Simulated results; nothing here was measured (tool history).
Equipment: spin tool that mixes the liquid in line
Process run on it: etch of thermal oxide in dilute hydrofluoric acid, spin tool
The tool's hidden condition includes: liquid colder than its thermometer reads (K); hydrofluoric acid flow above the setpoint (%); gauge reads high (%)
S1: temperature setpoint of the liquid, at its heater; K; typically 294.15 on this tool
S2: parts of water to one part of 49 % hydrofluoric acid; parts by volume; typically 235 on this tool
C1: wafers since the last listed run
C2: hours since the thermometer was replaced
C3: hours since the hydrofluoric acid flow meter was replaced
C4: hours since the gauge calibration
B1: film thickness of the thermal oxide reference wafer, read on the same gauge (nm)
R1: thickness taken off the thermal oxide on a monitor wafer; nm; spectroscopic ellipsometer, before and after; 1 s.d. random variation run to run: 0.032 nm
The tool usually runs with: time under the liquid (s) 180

{"run": 1, "day": 0.0, "S1": 294.15, "S2": 235, "time under the liquid (s)": 180, "C1": 0, "C2": 1610.7, "C3": 277.7, "C4": 2569.9, "B1": 149.974, "R1": 3.114}
{"run": 2, "day": 2.55, "S1": 294.15, "S2": 235, "time under the liquid (s)": 180, "C1": 446, "C2": 1671.9, "C3": 338.9, "C4": 2631.1, "B1": 149.986, "R1": 3.037}
{"run": 3, "day": 5.379, "S1": 294.15, "S2": 235, "time under the liquid (s)": 180, "C1": 495, "C2": 1739.8, "C3": 406.8, "C4": 2699, "B1": 150.001, "R1": 3.034}
{"run": 4, "day": 7.179, "S1": 294.15, "S2": 235, "time under the liquid (s)": 180, "C1": 315, "C2": 1783, "C3": 450, "C4": 2742.2, "B1": 149.988, "R1": 3.086}
{"run": 5, "day": 9.638, "S1": 294.15, "S2": 235, "time under the liquid (s)": 180, "C1": 430, "C2": 1842, "C3": 509, "C4": 2801.2, "B1": 149.988, "R1": 3.043}
{"run": 6, "day": 12.329, "S1": 292.15, "S2": 235, "time under the liquid (s)": 180, "C1": 471, "C2": 1906.6, "C3": 573.6, "C4": 2865.8, "B1": 150.015, "R1": 2.886}
{"run": 7, "day": 14.492, "S1": 292.15, "S2": 235, "time under the liquid (s)": 180, "C1": 378, "C2": 1958.5, "C3": 625.5, "C4": 2917.7, "B1": 150.002, "R1": 2.945}
{"run": 8, "day": 16.633, "S1": 294.15, "S2": 235, "time under the liquid (s)": 180, "C1": 375, "C2": 2009.9, "C3": 676.9, "C4": 2969.1, "B1": 150.001, "R1": 3.191}
{"day": 18.321, "done": "hydrofluoric acid flow meter replaced, repeated, since the last time left the tool worse"}
{"run": 9, "day": 20.729, "S1": 294.15, "S2": 235, "time under the liquid (s)": 180, "C1": 710, "C2": 2108.2, "C3": 57.8, "C4": 3067.4, "B1": 149.996, "R1": 2.645}
{"run": 10, "day": 27.254, "S1": 294.15, "S2": 235, "time under the liquid (s)": 180, "C1": 1142, "C2": 2264.8, "C3": 214.4, "C4": 3224, "B1": 150.001, "R1": 2.633}
{"day": 29.55, "done": "thermometer replaced"}
{"run": 11, "day": 31.254, "S1": 292.15, "S2": 235, "time under the liquid (s)": 220, "C1": 693, "C2": 40.9, "C3": 310.4, "C4": 3320, "B1": 149.994, "R1": 3.162}
{"run": 12, "day": 33.629, "S1": 294.15, "S2": 235, "time under the liquid (s)": 180, "C1": 415, "C2": 97.9, "C3": 367.4, "C4": 3377, "B1": 150.009, "R1": 2.723}
{"run": 13, "day": 35.171, "S1": 294.15, "S2": 150, "time under the liquid (s)": 120, "C1": 270, "C2": 134.9, "C3": 404.4, "C4": 3414, "B1": 149.983, "R1": 3.095}
{"run": 14, "day": 38.462, "S1": 294.15, "S2": 235, "time under the liquid (s)": 180, "C1": 576, "C2": 213.9, "C3": 483.4, "C4": 3493, "B1": 150.01, "R1": 2.711}
{"day": 39.388, "done": "gauge calibrated"}
{"run": 15, "day": 41.942, "S1": 294.15, "S2": 205, "time under the liquid (s)": 130, "C1": 609, "C2": 297.4, "C3": 566.9, "C4": 61.3, "B1": 150.004, "R1": 2.372}
{"run": 16, "day": 44.0, "S1": 298.15, "S2": 125, "time under the liquid (s)": 280, "C1": 360, "C2": 346.8, "C3": 616.3, "C4": 110.7, "B1": 150.012, "R1": 10.436}
{"run": 17, "day": 46.238, "S1": 294.15, "S2": 235, "time under the liquid (s)": 180, "C1": 391, "C2": 400.5, "C3": 670, "C4": 164.4, "B1": 149.979, "R1": 2.751}
{"run": 18, "day": 49.512, "S1": 294.15, "S2": 235, "time under the liquid (s)": 180, "C1": 573, "C2": 479.1, "C3": 748.6, "C4": 243, "B1": 150.008, "R1": 2.723}
{"run": 19, "day": 53.521, "S1": 297.65, "S2": 335, "time under the liquid (s)": 180, "C1": 702, "C2": 575.3, "C3": 844.8, "C4": 339.2, "B1": 149.985, "R1": 2.028}
{"run": 20, "day": 56.588, "S1": 294.15, "S2": 335, "time under the liquid (s)": 180, "C1": 537, "C2": 648.9, "C3": 918.4, "C4": 412.8, "B1": 149.993, "R1": 1.793}
{"run": 21, "day": 60.954, "S1": 296.65, "S2": 270, "time under the liquid (s)": 105, "C1": 764, "C2": 753.7, "C3": 1023.2, "C4": 517.6, "B1": 150.017, "R1": 1.514}
{"run": 22, "day": 64.829, "S1": 298.15, "S2": 330, "time under the liquid (s)": 220, "C1": 678, "C2": 846.7, "C3": 1116.2, "C4": 610.6, "B1": 150.001, "R1": 2.632}
{"run": 23, "day": 68.267, "S1": 298.65, "S2": 280, "time under the liquid (s)": 250, "C1": 602, "C2": 929.2, "C3": 1198.7, "C4": 693.1, "B1": 150.008, "R1": 3.781}
{"run": 24, "day": 70.25, "S1": 298.65, "S2": 235, "time under the liquid (s)": 180, "C1": 347, "C2": 976.8, "C3": 1246.3, "C4": 740.7, "B1": 149.986, "R1": 3.33}
{"run": 25, "day": 73.471, "S1": 294.15, "S2": 140, "time under the liquid (s)": 125, "C1": 564, "C2": 1054.1, "C3": 1323.6, "C4": 818, "B1": 149.994, "R1": 3.605}
{"day": 75.579, "done": "hydrofluoric acid flow meter replaced"}
{"run": 26, "day": 76.475, "S1": 290.15, "S2": 130, "time under the liquid (s)": 80, "C1": 518, "C2": 1126.2, "C3": 21.5, "C4": 890.1, "B1": 150, "R1": 1.988}
{"run": 27, "day": 80.038, "S1": 297.15, "S2": 235, "time under the liquid (s)": 180, "C1": 623, "C2": 1211.7, "C3": 107, "C4": 975.6, "B1": 149.987, "R1": 2.952}
{"run": 28, "day": 81.842, "S1": 298.65, "S2": 165, "time under the liquid (s)": 180, "C1": 315, "C2": 1255, "C3": 150.3, "C4": 1018.9, "B1": 149.983, "R1": 4.772}
{"run": 29, "day": 86.254, "S1": 297.15, "S2": 130, "time under the liquid (s)": 255, "C1": 772, "C2": 1360.9, "C3": 256.2, "C4": 1124.8, "B1": 149.969, "R1": 8.568}
{"run": 30, "day": 90.538, "S1": 296.65, "S2": 270, "time under the liquid (s)": 105, "C1": 750, "C2": 1463.7, "C3": 359, "C4": 1227.6, "B1": 150.005, "R1": 1.426}
{"run": 31, "day": 94.304, "S1": 294.15, "S2": 345, "time under the liquid (s)": 180, "C1": 659, "C2": 1554.1, "C3": 449.4, "C4": 1318, "B1": 150.007, "R1": 1.644}
{"run": 32, "day": 98.121, "S1": 294.15, "S2": 350, "time under the liquid (s)": 180, "C1": 668, "C2": 1645.7, "C3": 541, "C4": 1409.6, "B1": 150.021, "R1": 1.666}

Below are 5 alternative next runs, each starting from the tool's condition after run 32. Predict each:
{"run": "A", "day": 98.142, "S1": 294.15, "S2": 235, "time under the liquid (s)": 180, "C1": 3, "C2": 1646.2, "C3": 541.5, "C4": 1410.1, "B1": "?", "R1": "?"}
{"run": "B", "day": 98.142, "S1": 294.15, "S2": 235, "time under the liquid (s)": 240, "C1": 3, "C2": 1646.2, "C3": 541.5, "C4": 1410.1, "B1": "?", "R1": "?"}
{"run": "C", "day": 98.142, "S1": 291.15, "S2": 330, "time under the liquid (s)": 230, "C1": 3, "C2": 1646.2, "C3": 541.5, "C4": 1410.1, "B1": "?", "R1": "?"}
{"run": "D", "day": 98.142, "S1": 294.15, "S2": 265, "time under the liquid (s)": 145, "C1": 3, "C2": 1646.2, "C3": 541.5, "C4": 1410.1, "B1": "?", "R1": "?"}
{"run": "E", "day": 98.142, "S1": 295.65, "S2": 235, "time under the liquid (s)": 250, "C1": 3, "C2": 1646.2, "C3": 541.5, "C4": 1410.1, "B1": "?", "R1": "?"}

run=A B1=149.988 R1=2.716
run=B B1=149.988 R1=3.621
run=C B1=149.988 R1=2.033
run=D B1=149.988 R1=1.887
run=E B1=149.988 R1=3.989
What these runs would have given with no unlogged condition in the tool:
run=A R1=2.628
run=B R1=3.503
run=C R1=1.964
run=D R1=1.824
run=E R1=3.858

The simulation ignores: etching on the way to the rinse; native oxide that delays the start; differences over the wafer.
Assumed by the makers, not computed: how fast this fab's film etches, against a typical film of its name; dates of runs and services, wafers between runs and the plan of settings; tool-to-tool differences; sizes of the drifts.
